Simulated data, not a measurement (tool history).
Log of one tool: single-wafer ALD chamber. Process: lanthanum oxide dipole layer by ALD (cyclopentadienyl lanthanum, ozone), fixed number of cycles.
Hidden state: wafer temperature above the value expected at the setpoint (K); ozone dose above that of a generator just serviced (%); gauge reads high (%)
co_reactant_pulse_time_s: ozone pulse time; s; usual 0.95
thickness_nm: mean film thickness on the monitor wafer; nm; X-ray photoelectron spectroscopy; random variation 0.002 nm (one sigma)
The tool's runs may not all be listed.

| run | hour | co_reactant_pulse_time_s | wafers since the last listed run | hours since the last thermocouple change | hours since the last ozone generator service | hours since the showerhead was replaced | hours since the gauge calibration | read-back reference wafer on the same gauge, thickness_nm | thickness_nm |
|---|---|---|---|---|---|---|---|---|---|
| 1 | 0 | 0.67 | 0 | 1703 | 1653.3 | 3353.5 | 218.1 | 0.543 | 0.37 |
| 2 | 18 | 0.95 | 183 | 1721 | 1671.3 | 3371.5 | 236.1 | 0.543 | 0.465 |
| 3 | 34.3 | 0.95 | 165 | 1737.3 | 1687.6 | 3387.8 | 252.4 | 0.544 | 0.463 |
| 4 | 49.3 | 1.23 | 152 | 1752.3 | 1702.6 | 3402.8 | 267.4 | 0.544 | 0.508 |
| 5 | 68.5 | 1.23 | 195 | 1771.5 | 1721.8 | 3422 | 286.6 | 0.544 | 0.506 |
| 6 | 88 | 1.23 | 198 | 1791 | 1741.3 | 3441.5 | 306.1 | 0.545 | 0.511 |
| 7 | 109.5 | 0.95 | 218 | 1812.5 | 1762.8 | 3463 | 327.6 | 0.545 | 0.466 |
| 8 | 124.3 | 0.95 | 150 | 1827.3 | 1777.6 | 3477.8 | 342.4 | 0.546 | 0.467 |
| 9 | 142.8 | 0.95 | 188 | 1845.8 | 1796.1 | 3496.3 | 360.9 | 0.546 | 0.468 |
| 10 | 176.2 | 0.95 | 340 | 1879.2 | 1829.5 | 3529.7 | 394.3 | 0.547 | 0.469 |
| 11 | 209.8 | 0.95 | 342 | 1912.8 | 1863.1 | 3563.3 | 427.9 | 0.548 | 0.469 |
| 12 | 231.4 | 0.95 | 219 | 1934.4 | 1884.7 | 3584.9 | 449.5 | 0.548 | 0.472 |
| 13 | 252.4 | 0.95 | 213 | 1955.4 | 1905.7 | 3605.9 | 470.5 | 0.548 | 0.465 |
| 14 | 272.8 | 0.95 | 207 | 1975.8 | 1926.1 | 3626.3 | 490.9 | 0.55 | 0.469 |
| 15 | 305.4 | 0.95 | 331 | 2008.4 | 1958.7 | 3658.9 | 523.5 | 0.551 | 0.47 |
| 16 | 340.7 | 1.04 | 359 | 2043.7 | 1994 | 3694.2 | 558.8 | 0.551 | 0.485 |
| 17 | 354.1 | 1.08 | 136 | 2057.1 | 2007.4 | 3707.6 | 572.2 | 0.551 | 0.497 |
|  | 372.1 | ozone generator serviced |
|  | 387.7 | showerhead replaced |
| 18 | 388.2 | 0.64 | 184 | 2091.2 | 16.1 | 0.5 | 606.3 | 0.551 | 0.362 |
| 19 | 431.9 | 0.81 | 444 | 2134.9 | 59.8 | 44.2 | 650 | 0.553 | 0.43 |
| 20 | 459.1 | 1.1 | 276 | 2162.1 | 87 | 71.4 | 677.2 | 0.553 | 0.499 |
|  | 482.9 | gauge calibrated |
| 21 | 489.8 | 1.12 | 312 | 2192.8 | 117.7 | 102.1 | 6.9 | 0.541 | 0.492 |
|  | 498.4 | thermocouple changed; heater temperature recalibrated |
| 22 | 502.7 | 0.72 | 49 | 4.3 | 130.6 | 115 | 19.8 | 0.541 | 0.392 |
| 23 | 518.5 | 1.15 | 160 | 20.1 | 146.4 | 130.8 | 35.6 | 0.541 | 0.498 |
| 24 | 539 | 0.95 | 208 | 40.6 | 166.9 | 151.3 | 56.1 | 0.543 | 0.465 |
| 25 | 551.6 | 0.83 | 128 | 53.2 | 179.5 | 163.9 | 68.7 | 0.544 | 0.435 |
| 26 | 569.3 | 0.71 | 180 | 70.9 | 197.2 | 181.6 | 86.4 | 0.543 | 0.394 |
| 27 | 596.2 | 1.06 | 273 | 97.8 | 224.1 | 208.5 | 113.3 | 0.544 | 0.485 |
| 28 | 638.7 | 0.59 | 432 | 140.3 | 266.6 | 251 | 155.8 | 0.545 | 0.33 |
| 29 | 671.6 | 0.63 | 334 | 173.2 | 299.5 | 283.9 | 188.7 | 0.546 | 0.353 |
| 30 | 703.7 | 1.12 | 326 | 205.3 | 331.6 | 316 | 220.8 | 0.546 | 0.501 |
| 31 | 729.8 | 1.19 | 265 | 231.4 | 357.7 | 342.1 | 246.9 | 0.546 | 0.51 |
| 32 | 747.9 | 1.32 | 184 | 249.5 | 375.8 | 360.2 | 265 | 0.546 | 0.525 |
| 33 | 773.6 | 0.77 | 261 | 275.2 | 401.5 | 385.9 | 290.7 | 0.548 | 0.417 |
| 34 | 804.7 | 0.95 | 316 | 306.3 | 432.6 | 417 | 321.8 | 0.547 | 0.47 |

3 ways to go on from here, each from the tool as it stands after run 34. What would each give?
| A | 805.1 | 0.95 | 4 | 306.7 | 433 | 417.4 | 322.2 | ? | ? |
| B | 805.1 | 0.57 | 4 | 306.7 | 433 | 417.4 | 322.2 | ? | ? |
| C | 805.1 | 0.68 | 4 | 306.7 | 433 | 417.4 | 322.2 | ? | ? |

| run | read-back reference wafer on the same gauge, thickness_nm | thickness_nm |
|---|---|---|
| A | 0.548 | 0.468 |
| B | 0.548 | 0.32 |
| C | 0.548 | 0.379 |
Without the tool's hidden state the same runs would have given:
| run | thickness_nm |
|---|---|
| A | 0.462 |
| B | 0.316 |
| C | 0.374 |
